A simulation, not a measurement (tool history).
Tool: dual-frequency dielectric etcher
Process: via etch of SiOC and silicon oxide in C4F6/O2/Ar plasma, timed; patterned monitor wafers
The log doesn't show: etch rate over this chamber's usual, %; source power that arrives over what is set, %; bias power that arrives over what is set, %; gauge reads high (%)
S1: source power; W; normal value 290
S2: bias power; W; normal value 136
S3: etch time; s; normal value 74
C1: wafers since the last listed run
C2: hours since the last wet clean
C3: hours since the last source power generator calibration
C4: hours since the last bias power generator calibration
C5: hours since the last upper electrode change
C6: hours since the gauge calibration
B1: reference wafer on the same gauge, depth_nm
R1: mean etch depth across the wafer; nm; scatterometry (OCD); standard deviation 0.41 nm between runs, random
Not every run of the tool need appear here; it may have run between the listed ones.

{"run": 1, "hour": 0.0, "S1": 240, "S2": 136, "S3": 74, "C1": 0, "C2": 210.1, "C3": 3703.5, "C4": 1175, "C5": 3293, "C6": 163.4, "B1": 72.2, "R1": 58.1}
{"run": 2, "hour": 23.1, "S1": 290, "S2": 117, "S3": 74, "C1": 375, "C2": 233.2, "C3": 3726.6, "C4": 1198.1, "C5": 3316.1, "C6": 186.5, "B1": 72.3, "R1": 60.7}
{"run": 3, "hour": 51.2, "S1": 290, "S2": 117, "S3": 74, "C1": 457, "C2": 261.3, "C3": 3754.7, "C4": 1226.2, "C5": 3344.2, "C6": 214.6, "B1": 72.5, "R1": 60.6}
{"run": 4, "hour": 74.2, "S1": 290, "S2": 136, "S3": 74, "C1": 374, "C2": 284.3, "C3": 3777.7, "C4": 1249.2, "C5": 3367.2, "C6": 237.6, "B1": 72.3, "R1": 65.8}
{"run": 5, "hour": 97.4, "S1": 290, "S2": 150, "S3": 74, "C1": 377, "C2": 307.5, "C3": 3800.9, "C4": 1272.4, "C5": 3390.4, "C6": 260.8, "B1": 72.5, "R1": 67.8}
{"run": 6, "hour": 114.9, "S1": 290, "S2": 150, "S3": 74, "C1": 284, "C2": 325, "C3": 3818.4, "C4": 1289.9, "C5": 3407.9, "C6": 278.3, "B1": 72.3, "R1": 68}
{"run": 7, "hour": 133.3, "S1": 290, "S2": 150, "S3": 74, "C1": 299, "C2": 343.4, "C3": 3836.8, "C4": 1308.3, "C5": 3426.3, "C6": 296.7, "B1": 72.6, "R1": 68.7}
{"run": 8, "hour": 146.5, "S1": 290, "S2": 136, "S3": 84.5, "C1": 214, "C2": 356.6, "C3": 3850, "C4": 1321.5, "C5": 3439.5, "C6": 309.9, "B1": 72.4, "R1": 74.7}
{"run": 9, "hour": 179.2, "S1": 290, "S2": 136, "S3": 84.5, "C1": 532, "C2": 389.3, "C3": 3882.7, "C4": 1354.2, "C5": 3472.2, "C6": 342.6, "B1": 72.6, "R1": 75.3}
{"hour": 208.9, "done": "wet clean of the chamber"}
{"run": 10, "hour": 209.4, "S1": 290, "S2": 136, "S3": 84.5, "C1": 100, "C2": 0.5, "C3": 3912.9, "C4": 1384.4, "C5": 3502.4, "C6": 372.8, "B1": 72.7, "R1": 71.9}
{"hour": 234.7, "done": "source power generator calibrated"}
{"run": 11, "hour": 235.8, "S1": 290, "S2": 145, "S3": 61, "C1": 364, "C2": 26.9, "C3": 1.1, "C4": 1410.8, "C5": 3528.8, "C6": 399.2, "B1": 72.5, "R1": 54.4}
{"run": 12, "hour": 254.1, "S1": 290, "S2": 136, "S3": 62.5, "C1": 297, "C2": 45.2, "C3": 19.4, "C4": 1429.1, "C5": 3547.1, "C6": 417.5, "B1": 72.3, "R1": 54}
{"run": 13, "hour": 282.0, "S1": 290, "S2": 136, "S3": 62.5, "C1": 453, "C2": 73.1, "C3": 47.3, "C4": 1457, "C5": 3575, "C6": 445.4, "B1": 72.5, "R1": 53.6}
{"hour": 328.1, "done": "upper electrode replaced"}
{"run": 14, "hour": 328.6, "S1": 350, "S2": 136, "S3": 63, "C1": 367, "C2": 119.7, "C3": 93.9, "C4": 1503.6, "C5": 0.5, "C6": 492, "B1": 72.4, "R1": 60}
{"run": 15, "hour": 330.6, "S1": 330, "S2": 150, "S3": 61.5, "C1": 32, "C2": 121.7, "C3": 95.9, "C4": 1505.6, "C5": 2.5, "C6": 494, "B1": 72.3, "R1": 59.7}
{"run": 16, "hour": 343.6, "S1": 290, "S2": 136, "S3": 74, "C1": 211, "C2": 134.7, "C3": 108.9, "C4": 1518.6, "C5": 15.5, "C6": 507, "B1": 72.4, "R1": 64.7}
{"run": 17, "hour": 357.8, "S1": 330, "S2": 166, "S3": 66.5, "C1": 231, "C2": 148.9, "C3": 123.1, "C4": 1532.8, "C5": 29.7, "C6": 521.2, "B1": 72.3, "R1": 66.8}
{"run": 18, "hour": 389.8, "S1": 290, "S2": 113, "S3": 74, "C1": 520, "C2": 180.9, "C3": 155.1, "C4": 1564.8, "C5": 61.7, "C6": 553.2, "B1": 72.2, "R1": 59.8}
{"run": 19, "hour": 404.4, "S1": 290, "S2": 120, "S3": 95.5, "C1": 237, "C2": 195.5, "C3": 169.7, "C4": 1579.4, "C5": 76.3, "C6": 567.8, "B1": 72.2, "R1": 79.9}
{"run": 20, "hour": 429.9, "S1": 320, "S2": 153, "S3": 61, "C1": 414, "C2": 221, "C3": 195.2, "C4": 1604.9, "C5": 101.8, "C6": 593.3, "B1": 72.5, "R1": 59.3}
{"run": 21, "hour": 458.1, "S1": 250, "S2": 136, "S3": 74, "C1": 458, "C2": 249.2, "C3": 223.4, "C4": 1633.1, "C5": 130, "C6": 621.5, "B1": 72.3, "R1": 60.9}
{"hour": 478.3, "done": "gauge calibrated"}
{"hour": 495.2, "done": "bias power generator calibrated"}
{"run": 22, "hour": 523.9, "S1": 290, "S2": 136, "S3": 74, "C1": 1005, "C2": 315, "C3": 289.2, "C4": 28.7, "C5": 195.8, "C6": 45.6, "B1": 72.3, "R1": 66.4}
{"run": 23, "hour": 557.9, "S1": 260, "S2": 145, "S3": 57.5, "C1": 553, "C2": 349, "C3": 323.2, "C4": 62.7, "C5": 229.8, "C6": 79.6, "B1": 72.4, "R1": 49.9}
{"run": 24, "hour": 588.2, "S1": 290, "S2": 136, "S3": 74, "C1": 492, "C2": 379.3, "C3": 353.5, "C4": 93, "C5": 260.1, "C6": 109.9, "B1": 72.1, "R1": 67.1}
{"run": 25, "hour": 603.2, "S1": 340, "S2": 124, "S3": 86.5, "C1": 244, "C2": 394.3, "C3": 368.5, "C4": 108, "C5": 275.1, "C6": 124.9, "B1": 72.6, "R1": 81.5}
{"hour": 647.0, "done": "wet clean of the chamber"}
{"run": 26, "hour": 647.5, "S1": 290, "S2": 145, "S3": 64, "C1": 330, "C2": 0.5, "C3": 412.8, "C4": 152.3, "C5": 319.4, "C6": 169.2, "B1": 72.4, "R1": 55.4}

5 options for the next run, each taken on its own from the tool as it stands now. Forecast them:
{"run": "A", "hour": 647.9, "S1": 290, "S2": 136, "S3": 60.5, "C1": 6, "C2": 0.9, "C3": 413.2, "C4": 152.7, "C5": 319.8, "C6": 169.6, "B1": "?", "R1": "?"}
{"run": "B", "hour": 647.9, "S1": 290, "S2": 146, "S3": 74, "C1": 6, "C2": 0.9, "C3": 413.2, "C4": 152.7, "C5": 319.8, "C6": 169.6, "B1": "?", "R1": "?"}
{"run": "C", "hour": 647.9, "S1": 340, "S2": 150, "S3": 60.5, "C1": 6, "C2": 0.9, "C3": 413.2, "C4": 152.7, "C5": 319.8, "C6": 169.6, "B1": "?", "R1": "?"}
{"run": "D", "hour": 647.9, "S1": 290, "S2": 136, "S3": 61, "C1": 6, "C2": 0.9, "C3": 413.2, "C4": 152.7, "C5": 319.8, "C6": 169.6, "B1": "?", "R1": "?"}
{"run": "E", "hour": 647.9, "S1": 240, "S2": 118, "S3": 74, "C1": 6, "C2": 0.9, "C3": 413.2, "C4": 152.7, "C5": 319.8, "C6": 169.6, "B1": "?", "R1": "?"}

run=A B1=72.3 R1=51.3
run=B B1=72.3 R1=64.5
run=C B1=72.3 R1=57.5
run=D B1=72.3 R1=51.7
run=E B1=72.3 R1=53.8
Had the tool no hidden state, the same runs would have come out as:
run=A R1=51.3
run=B R1=64.6
run=C R1=57.6
run=D R1=51.8
run=E R1=53.9
